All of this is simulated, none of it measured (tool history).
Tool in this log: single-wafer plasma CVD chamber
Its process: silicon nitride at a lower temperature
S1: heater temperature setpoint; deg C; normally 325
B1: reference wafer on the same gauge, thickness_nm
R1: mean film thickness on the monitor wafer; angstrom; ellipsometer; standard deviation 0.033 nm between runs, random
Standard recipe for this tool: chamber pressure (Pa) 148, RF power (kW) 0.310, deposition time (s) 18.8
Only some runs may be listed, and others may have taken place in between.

run 1 day=0.000 | S1=325 chamber_pressure_(Pa)=148 RF_power_(kW)=0.310 deposition_time_(s)=17.9 | B1=18.199 | R1=192.24
run 2 day=0.683 | S1=325 chamber_pressure_(Pa)=148 RF_power_(kW)=0.310 deposition_time_(s)=17.9 | B1=18.194 | R1=191.76
run 3 day=1.329 | S1=325 chamber_pressure_(Pa)=148 RF_power_(kW)=0.310 deposition_time_(s)=18.8 | B1=18.197 | R1=201.57
run 4 day=1.604 | S1=325 chamber_pressure_(Pa)=148 RF_power_(kW)=0.310 deposition_time_(s)=18.8 | B1=18.205 | R1=201.62
run 5 day=2.125 | S1=325 chamber_pressure_(Pa)=148 RF_power_(kW)=0.310 deposition_time_(s)=18.8 | B1=18.197 | R1=201.37
run 6 day=2.779 | S1=325 chamber_pressure_(Pa)=148 RF_power_(kW)=0.310 deposition_time_(s)=18.8 | B1=18.199 | R1=201.22
run 7 day=3.412 | S1=325 chamber_pressure_(Pa)=148 RF_power_(kW)=0.310 deposition_time_(s)=21.8 | B1=18.209 | R1=232.91
run 8 day=3.817 | S1=325 chamber_pressure_(Pa)=148 RF_power_(kW)=0.310 deposition_time_(s)=21.8 | B1=18.202 | R1=233.13
-- day=4.638 capacitance manometer re-zeroed and calibrated
run 9 day=4.658 | S1=325 chamber_pressure_(Pa)=148 RF_power_(kW)=0.275 deposition_time_(s)=18.8 | B1=18.187 | R1=184.36
run 10 day=4.671 | S1=325 chamber_pressure_(Pa)=148 RF_power_(kW)=0.275 deposition_time_(s)=18.8 | B1=18.197 | R1=184.52
run 11 day=5.062 | S1=325 chamber_pressure_(Pa)=148 RF_power_(kW)=0.275 deposition_time_(s)=18.8 | B1=18.205 | R1=184.64
run 12 day=5.371 | S1=325 chamber_pressure_(Pa)=164 RF_power_(kW)=0.300 deposition_time_(s)=18.8 | B1=18.197 | R1=207.49
run 13 day=5.829 | S1=325 chamber_pressure_(Pa)=148 RF_power_(kW)=0.310 deposition_time_(s)=18.8 | B1=18.202 | R1=207.21
run 14 day=6.342 | S1=325 chamber_pressure_(Pa)=148 RF_power_(kW)=0.310 deposition_time_(s)=18.8 | B1=18.200 | R1=206.42
run 15 day=6.979 | S1=325 chamber_pressure_(Pa)=116 RF_power_(kW)=0.310 deposition_time_(s)=18.8 | B1=18.206 | R1=190.10
-- day=7.442 RF generator calibrated
run 16 day=7.671 | S1=311 chamber_pressure_(Pa)=148 RF_power_(kW)=0.345 deposition_time_(s)=20.0 | B1=18.206 | R1=255.81
run 17 day=7.954 | S1=325 chamber_pressure_(Pa)=148 RF_power_(kW)=0.310 deposition_time_(s)=18.8 | B1=18.206 | R1=217.68
run 18 day=8.462 | S1=325 chamber_pressure_(Pa)=148 RF_power_(kW)=0.310 deposition_time_(s)=18.8 | B1=18.200 | R1=217.92
run 19 day=8.996 | S1=340 chamber_pressure_(Pa)=176 RF_power_(kW)=0.310 deposition_time_(s)=20.3 | B1=18.202 | R1=246.57
run 20 day=9.292 | S1=325 chamber_pressure_(Pa)=148 RF_power_(kW)=0.310 deposition_time_(s)=18.8 | B1=18.205 | R1=216.78
-- day=10.096 thermocouple changed; heater temperature recalibrated
-- day=10.212 showerhead replaced
run 21 day=10.233 | S1=325 chamber_pressure_(Pa)=148 RF_power_(kW)=0.310 deposition_time_(s)=18.8 | B1=18.207 | R1=215.88
run 22 day=10.383 | S1=325 chamber_pressure_(Pa)=121 RF_power_(kW)=0.310 deposition_time_(s)=18.8 | B1=18.204 | R1=202.14
run 23 day=11.000 | S1=312 chamber_pressure_(Pa)=148 RF_power_(kW)=0.310 deposition_time_(s)=17.7 | B1=18.191 | R1=203.49
run 24 day=11.467 | S1=314 chamber_pressure_(Pa)=148 RF_power_(kW)=0.310 deposition_time_(s)=18.8 | B1=18.206 | R1=215.56
-- day=11.567 gauge calibrated
run 25 day=13.158 | S1=329 chamber_pressure_(Pa)=148 RF_power_(kW)=0.310 deposition_time_(s)=16.2 | B1=18.198 | R1=184.33
run 26 day=13.833 | S1=325 chamber_pressure_(Pa)=148 RF_power_(kW)=0.310 deposition_time_(s)=18.8 | B1=18.200 | R1=213.86
run 27 day=14.529 | S1=318 chamber_pressure_(Pa)=137 RF_power_(kW)=0.275 deposition_time_(s)=17.4 | B1=18.196 | R1=172.23
run 28 day=15.167 | S1=320 chamber_pressure_(Pa)=148 RF_power_(kW)=0.265 deposition_time_(s)=18.8 | B1=18.202 | R1=182.62

Results per run with the tool's hidden condition removed, run-to-run variation unchanged:
Unlogged tool condition in this case: wafer temperature above the value expected at the setpoint (K); delivered RF power above the setpoint (%); true pressure above the setpoint (%); gauge reads high (%).
run=1 R1=209.07
run=2 R1=208.67
run=3 R1=219.45
run=4 R1=219.55
run=5 R1=219.37
run=6 R1=219.32
run=7 R1=253.97
run=8 R1=254.30
run=9 R1=195.86
run=10 R1=196.03
run=11 R1=196.21
run=12 R1=220.07
run=13 R1=219.72
run=14 R1=218.96
run=15 R1=201.76
run=16 R1=257.06
run=17 R1=219.02
run=18 R1=219.72
run=19 R1=249.09
run=20 R1=219.27
run=21 R1=219.12
run=22 R1=205.36
run=23 R1=207.11
run=24 R1=219.74
run=25 R1=188.92
run=26 R1=219.62
run=27 R1=177.50
run=28 R1=188.55
